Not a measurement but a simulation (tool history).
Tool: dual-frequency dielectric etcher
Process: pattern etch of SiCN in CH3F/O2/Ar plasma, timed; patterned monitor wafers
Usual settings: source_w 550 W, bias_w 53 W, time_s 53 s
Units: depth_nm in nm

run   hour  source_w  bias_w  time_s  wafers since the last listed run  hours since the last wet clean  hours since the last source power generator calibration  hours since the last bias power generator calibration  hours since the last upper electrode change  hours since the gauge calibration  read-back reference wafer on the same gauge, depth_nm  depth_nm
  1      0       550      53      53                                 0                           162.8                                                   2293.6                                                 3020.1                                       2485.5                              154.8                                                  20.85     20.35
  2   16.3       550      53      53                               254                           179.1                                                   2309.9                                                 3036.4                                       2501.8                              171.1                                                  20.88     20.26
  3   41.8       550      53      53                               397                           204.6                                                   2335.4                                                 3061.9                                       2527.3                              196.6                                                  20.94     20.15
  4   74.8       650      53      53                               514                           237.6                                                   2368.4                                                 3094.9                                       2560.3                              229.6                                                  20.89     21.91
  5   96.3       660      53      53                               335                           259.1                                                   2389.9                                                 3116.4                                       2581.8                              251.1                                                  20.95     22.63
  6  130.6       660      53      53                               534                           293.4                                                   2424.2                                                 3150.7                                       2616.1                              285.4                                                   20.9     22.18
  7  145.1       550      53      47                               226                           307.9                                                   2438.7                                                 3165.2                                       2630.6                              299.9                                                  20.95     18.09
     151.4  -- gauge calibrated
  8  174.9       650      53      53                               464                           337.7                                                   2468.5                                                   3195                                       2660.4                               23.5                                                  20.91     22.26
     208.5  -- upper electrode replaced
     211.7  -- source power generator calibrated
  9  212.2       550      53      53                               157                             375                                                      0.5                                                 3232.3                                          3.7                               60.8                                                  20.88      20.2
 10  221.5       440      41    59.5                               145                           384.3                                                      9.8                                                 3241.6                                           13                               70.1                                                  20.92     18.16
     241.9  -- bias power generator calibrated
     294.8  -- wet clean of the chamber
 11  310.5       610      58    65.5                               951                            15.7                                                     98.8                                                   68.6                                          102                              159.1                                                  20.88     27.56
 12  328.1       620      45      41                               274                            33.3                                                    116.4                                                   86.2                                        119.6                              176.7                                                  20.85     15.82
 13  360.8       550      53      53                               509                              66                                                    149.1                                                  118.9                                        152.3                              209.4                                                  20.87     20.17
 14  376.6       600      42      39                               246                            81.8                                                    164.9                                                  134.7                                        168.1                              225.2                                                  20.84     14.32

3 ways to go on from here, each from the tool as it stands after run 14. What would each give?
  A   377       630      53      53                                 6                            82.2                                                    165.3                                                  135.1                                        168.5                              225.6                                                      ?         ?
  B   377       550      53    41.5                                 6                            82.2                                                    165.3                                                  135.1                                        168.5                              225.6                                                      ?         ?
  C   377       550      53    58.5                                 6                            82.2                                                    165.3                                                  135.1                                        168.5                              225.6                                                      ?         ?

run  read-back reference wafer on the same gauge, depth_nm  depth_nm
  A                                                  20.88     21.96
  B                                                  20.88     15.96
  C                                                  20.88      22.5
Without the tool's hidden state the same runs would have given:
run  depth_nm
  A     21.96
  B     15.96
  C      22.5
